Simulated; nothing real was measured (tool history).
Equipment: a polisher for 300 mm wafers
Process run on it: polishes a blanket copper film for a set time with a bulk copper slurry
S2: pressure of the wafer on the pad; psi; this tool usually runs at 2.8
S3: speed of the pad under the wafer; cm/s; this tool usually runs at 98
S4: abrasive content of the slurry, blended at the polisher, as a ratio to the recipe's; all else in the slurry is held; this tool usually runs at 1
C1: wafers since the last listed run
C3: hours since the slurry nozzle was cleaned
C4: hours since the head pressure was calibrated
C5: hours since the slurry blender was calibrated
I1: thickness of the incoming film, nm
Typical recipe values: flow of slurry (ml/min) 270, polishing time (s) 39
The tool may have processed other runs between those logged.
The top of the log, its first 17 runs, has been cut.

Run 18, day 36.538: usual settings but flow of slurry (ml/min) 315, S4 1.25; C1 288; wafers polished on this pad 2050; C3 58.8; C4 473; C5 277.1; I1 1965.3. Result: film removed (angstrom) 3910.
At day 37.504: head pressure recalibrated.
Run 19, day 38.729: usual settings but S2 1.8 psi; C1 528; wafers polished on this pad 2579; C3 111.4; C4 29.4; C5 329.7; I1 1982.5. Result: film removed (angstrom) 2315.
Run 20, day 39.812: usual settings but flow of slurry (ml/min) 195, S2 2.2 psi, S3 90 cm/s, polishing time (s) 50; C1 271; wafers polished on this pad 2850; C3 137.4; C4 55.4; C5 355.7; I1 2006.2. Result: film removed (angstrom) 3146.
At day 40.229: slurry blender recalibrated.
At day 42.017: worn pad replaced by a new one.
Run 21, day 42.475: usual settings but S3 80 cm/s; C1 604; wafers polished on this pad 115; C3 201.3; C4 119.3; C5 53.9; I1 1997.2. Result: film removed (angstrom) 2984.
Run 22, day 44.15: usual settings but S2 1.8 psi; C1 419; wafers polished on this pad 534; C3 241.5; C4 159.5; C5 94.1; I1 2018.5. Result: film removed (angstrom) 2368.
Run 23, day 46.362: usual settings; C1 554; wafers polished on this pad 1089; C3 294.6; C4 212.6; C5 147.2; I1 1963.3. Result: film removed (angstrom) 3567.
Run 24, day 48.15: usual settings but S3 86 cm/s; C1 447; wafers polished on this pad 1536; C3 337.5; C4 255.5; C5 190.1; I1 1971.4. Result: film removed (angstrom) 3238.
Run 25, day 51.025: usual settings; C1 720; wafers polished on this pad 2257; C3 406.5; C4 324.5; C5 259.1; I1 1980.6. Result: film removed (angstrom) 3611.
Run 26, day 53.912: usual settings but flow of slurry (ml/min) 240, S4 1.1; C1 723; wafers polished on this pad 2980; C3 475.8; C4 393.8; C5 328.4; I1 1983.4. Result: film removed (angstrom) 3610.
Run 27, day 56.404: usual settings but S2 1.9 psi, polishing time (s) 26; C1 624; wafers polished on this pad 3604; C3 535.6; C4 453.6; C5 388.2; I1 1952.5. Result: film removed (angstrom) 1561.
At day 56.633: worn pad replaced by a new one.
At day 57.467: slurry blender recalibrated.
Run 28, day 58.921: usual settings; C1 567; wafers polished on this pad 552; C3 596; C4 514; C5 34.9; I1 1994.6. Result: film removed (angstrom) 3472.
At day 60.021: head pressure recalibrated.
Run 29, day 60.042: usual settings but S4 1.25; C1 259; wafers polished on this pad 812; C3 622.9; C4 0.5; C5 61.8; I1 2004.3. Result: film removed (angstrom) 3614.
Run 30, day 61.483: usual settings but flow of slurry (ml/min) 300, S2 2.3 psi, S3 106 cm/s, polishing time (s) 48; C1 361; wafers polished on this pad 1173; C3 657.5; C4 35.1; C5 96.4; I1 1973.3. Result: film removed (angstrom) 3746.

Each row is a separate what-if for the run after 30, all from the same tool condition, not one after another. Results?
Run A, day 61.5: usual settings; C1 4; wafers polished on this pad 1177; C3 657.9; C4 35.5; C5 96.8; I1 1955.5. Result: film removed (angstrom) ?.
Run B, day 61.5: usual settings but S3 72 cm/s, polishing time (s) 27; C1 4; wafers polished on this pad 1177; C3 657.9; C4 35.5; C5 96.8; I1 1955.5. Result: film removed (angstrom) ?.
Run C, day 61.5: usual settings but S2 3.8 psi, S3 112 cm/s; C1 4; wafers polished on this pad 1177; C3 657.9; C4 35.5; C5 96.8; I1 1955.5. Result: film removed (angstrom) ?.
Run D, day 61.5: usual settings but flow of slurry (ml/min) 345, S2 3.1 psi; C1 4; wafers polished on this pad 1177; C3 657.9; C4 35.5; C5 96.8; I1 1955.5. Result: film removed (angstrom) ?.

run  film removed (angstrom)
  A                     3403
  B                     1745
  C                     5264
  D                     3930
With no hidden state in the tool, these same runs would have given:
run  film removed (angstrom)
  A                     3700
  B                     1897
  C                     5723
  D                     4194
